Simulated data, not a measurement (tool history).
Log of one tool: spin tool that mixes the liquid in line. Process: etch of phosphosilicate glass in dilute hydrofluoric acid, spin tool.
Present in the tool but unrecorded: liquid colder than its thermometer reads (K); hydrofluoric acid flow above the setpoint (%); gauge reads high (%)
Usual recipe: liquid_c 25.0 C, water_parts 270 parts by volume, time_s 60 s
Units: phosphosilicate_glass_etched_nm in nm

run     day  liquid_c  water_parts  time_s  wafers since the last listed run  hours since the thermometer was replaced  hours since the hydrofluoric acid flow meter was replaced  hours since the gauge calibration  read-back film thickness of the phosphosilicate glass reference wafer, read on the same gauge (nm)  phosphosilicate_glass_etched_nm
  1   0.000      22.0          180      60                                 0                                    1132.0                                                      239.8                              480.0                                                                                              150.02                            26.51
  2   2.654      22.0          180      60                               928                                    1195.7                                                      303.5                              543.7                                                                                              149.98                            26.46
  3   4.992      25.0          270      60                               817                                    1251.8                                                      359.6                              599.8                                                                                              149.95                            18.58
      5.679  -- hydrofluoric acid flow meter replaced
  4   7.438      25.0          165      60                               840                                    1310.5                                                       42.2                              658.5                                                                                              150.05                            32.20
  5   9.917      25.0          165      60                               866                                    1370.0                                                      101.7                              718.0                                                                                              150.01                            32.40
  6  12.767      25.0          165      60                               996                                    1438.4                                                      170.1                              786.4                                                                                              150.01                            32.63
  7  14.033      25.0          165      75                               442                                    1468.8                                                      200.5                              816.8                                                                                              149.99                            40.16
  8  15.225      26.5          270      40                               416                                    1497.4                                                      229.1                              845.4                                                                                              149.98                            12.66
  9  18.108      25.0          270      60                              1008                                    1566.6                                                      298.3                              914.6                                                                                              150.06                            17.91
 10  20.192      25.0          270      60                               728                                    1616.6                                                      348.3                              964.6                                                                                              150.03                            18.09
 11  22.592      21.0          270      60                               839                                    1674.2                                                      405.9                             1022.2                                                                                              149.98                            15.70
     24.671  -- gauge calibrated
 12  24.983      21.5          270      70                               836                                    1731.6                                                      463.3                                7.5                                                                                              150.05                            18.80
     25.296  -- hydrofluoric acid flow meter replaced
 13  26.683      21.5          270      70                               579                                    1772.4                                                       33.3                               48.3                                                                                              150.04                            17.95
 14  27.688      29.0          135      70                               351                                    1796.5                                                       57.4                               72.4                                                                                              149.98                            55.19
 15  28.788      28.0          370      60                               384                                    1822.9                                                       83.8                               98.8                                                                                              149.99                            12.97
 16  29.950      25.0          270      60                               406                                    1850.8                                                      111.7                              126.7                                                                                              149.99                            17.37
 17  35.258      20.5          220      60                              1856                                    1978.2                                                      239.1                              254.1                                                                                              149.97                            19.21
 18  36.738      25.0          385      75                               517                                    2013.7                                                      274.6                              289.6                                                                                              150.02                            13.91
 19  37.925      28.5          230      30                               415                                    2042.2                                                      303.1                              318.1                                                                                              150.00                            12.16
 20  39.375      29.0          270      45                               507                                    2077.0                                                      337.9                              352.9                                                                                              149.99                            14.97
     40.912  -- hydrofluoric acid flow meter replaced
     41.717  -- thermometer replaced
 21  42.325      28.0          170      60                              1002                                      14.6                                                       33.9                              423.7                                                                                              149.99                            37.15
 22  44.092      25.0          270      50                               617                                      57.0                                                       76.3                              466.1                                                                                              150.04                            16.01
 23  45.217      21.5          270      70                               393                                      84.0                                                      103.3                              493.1                                                                                              149.99                            19.92
 24  46.329      27.5          270      60                               389                                     110.7                                                      130.0                              519.8                                                                                              149.99                            21.43
 25  48.008      27.5          140      75                               587                                     151.0                                                      170.3                              560.1                                                                                              150.01                            58.42
 26  49.825      22.0          270      60                               635                                     194.6                                                      213.9                              603.7                                                                                              149.98                            17.47
 27  52.500      25.0          270      60                               935                                     258.8                                                      278.1                              667.9                                                                                              150.01                            19.24

Branching from run 27: 3 alternative next runs. What would each branch give?
  A  52.517      25.0          270      60                                 5                                     259.2                                                      278.5                              668.3                                                                                                   ?                                ?
  B  52.517      25.0          270      30                                 5                                     259.2                                                      278.5                              668.3                                                                                                   ?                                ?
  C  52.517      25.0          365      60                                 5                                     259.2                                                      278.5                              668.3                                                                                                   ?                                ?

run  read-back film thickness of the phosphosilicate glass reference wafer, read on the same gauge (nm)  phosphosilicate_glass_etched_nm
  A                                                                                              150.01                            19.59
  B                                                                                              150.01                             9.79
  C                                                                                              150.01                            13.24
With the hidden condition removed and each run's random variation left untouched, the same runs would have given:
run  phosphosilicate_glass_etched_nm
  A                            19.14
  B                             9.57
  C                            12.90
